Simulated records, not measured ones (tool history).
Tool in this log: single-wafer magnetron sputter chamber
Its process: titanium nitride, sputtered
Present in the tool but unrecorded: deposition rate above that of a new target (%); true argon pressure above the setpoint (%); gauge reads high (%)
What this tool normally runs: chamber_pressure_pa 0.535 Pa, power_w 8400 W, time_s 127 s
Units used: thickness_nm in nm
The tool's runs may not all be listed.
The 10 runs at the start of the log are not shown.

run      day  chamber_pressure_pa  power_w  time_s  wafers since the last listed run  wafers on the sputter target  hours since the last manometer calibration  hours since the magnet pack was replaced  hours since the gauge calibration  read-back reference wafer on the same gauge, thickness_nm  thickness_nm
      32.104  -- sputter target and shields replaced
 11   32.296                0.535     8400     127                               437                            63                                      2077.6                                    3728.1                             2042.6                                                     220.57       201.286
 12   42.996                0.535     8400     127                              3530                          3594                                      2334.4                                    3984.9                             2299.4                                                    219.873       200.222
 13     46.8                0.689     8400     127                              1255                          4849                                      2425.7                                    4076.2                             2390.7                                                    220.121       193.436
      49.342  -- capacitance manometer re-zeroed and calibrated
 14   50.542                0.585     8400     127                              1124                          5973                                        28.8                                      4166                             2480.5                                                    220.209       198.282
      50.892  -- gauge calibrated
 15   54.583                0.535     8400     127                              1333                          7307                                       125.8                                      4263                               88.6                                                    220.032       199.873
      57.717  -- sputter target and shields replaced
 16   58.617                0.535     8400     127                              1220                           297                                       222.6                                    4359.8                              185.4                                                    220.629       201.233
 17   62.204                0.535     8400     127                              1183                          1480                                       308.7                                    4445.9                              271.5                                                    220.171       200.892
 18   64.721                0.535     8400     127                               830                          2311                                       369.1                                    4506.3                              331.9                                                    219.725       200.366
 19   67.012                0.375     6750     127                               756                          3067                                       424.1                                    4561.3                              386.9                                                    220.137         174.7
 20   70.725                0.415     6650     106                              1224                          4292                                       513.2                                    4650.4                                476                                                    220.206       142.924
 21   73.725                0.535     7550     139                               989                          5281                                       585.2                                    4722.4                                548                                                    220.332       201.165
 22   75.358                0.535     8400     127                               538                          5820                                       624.4                                    4761.6                              587.2                                                    220.336       200.088
      77.288  -- magnet pack replaced
 23   79.262                0.535     8400     143                              1178                          6998                                       718.1                                      47.4                              680.9                                                    220.045       226.597
      83.167  -- sputter target and shields replaced
 24   83.429                0.731     9850     150                              1264                            86                                       818.1                                     147.4                              780.9                                                    219.665       259.746
 25   86.362                0.535     8400     127                               967                          1054                                       888.5                                     217.8                              851.3                                                    219.718       201.999
 26     90.6                0.535     6600     127                              1398                          2452                                       990.2                                     319.5                                953                                                    219.541       163.734
 27   93.412                0.535     8400     127                               927                          3380                                      1057.7                                       387                             1020.5                                                     219.87        200.27
 28   96.308                0.535     8400     127                               955                          4336                                      1127.2                                     456.5                               1090                                                    220.356       201.547
 29   98.779                0.535     8400     127                               815                          5151                                      1186.5                                     515.8                             1149.3                                                    219.846       202.773
 30  101.179                0.467     6500     112                               791                          5943                                      1244.1                                     573.4                             1206.9                                                    219.931       145.957
 31  103.867                0.731     9850     150                               886                          6829                                      1308.6                                     637.9                             1271.4                                                    219.836        259.32
     105.467  -- sputter target and shields replaced
 32  107.688                0.409    10150     127                              1150                           732                                      1400.3                                     729.6                             1363.1                                                    220.006       244.639
 33  109.579                0.713     8400     127                               624                          1357                                      1445.7                                       775                             1408.5                                                    220.206       193.261
 34  111.938                0.341     8400     127                               778                          2135                                      1502.3                                     831.6                             1465.1                                                    220.226       210.921
 35  115.238                 0.33     8400     102                              1088                          3223                                      1581.5                                     910.8                             1544.3                                                    220.684       169.698

Forecast each of these 3 alternatives for the next run:
  A  115.254                0.535     8400     127                                 5                          3229                                      1581.9                                     911.2                             1544.7                                                          ?             ?
  B  115.254                0.535     9250     115                                 5                          3229                                      1581.9                                     911.2                             1544.7                                                          ?             ?
  C  115.254                0.535     8400     108                                 5                          3229                                      1581.9                                     911.2                             1544.7                                                          ?             ?

run  read-back reference wafer on the same gauge, thickness_nm  thickness_nm
  A                                                     220.42       202.247
  B                                                     220.42       198.629
  C                                                     220.42       171.989
With no hidden state in the tool, these same runs would have given:
run  thickness_nm
  A       202.247
  B       198.629
  C       171.989
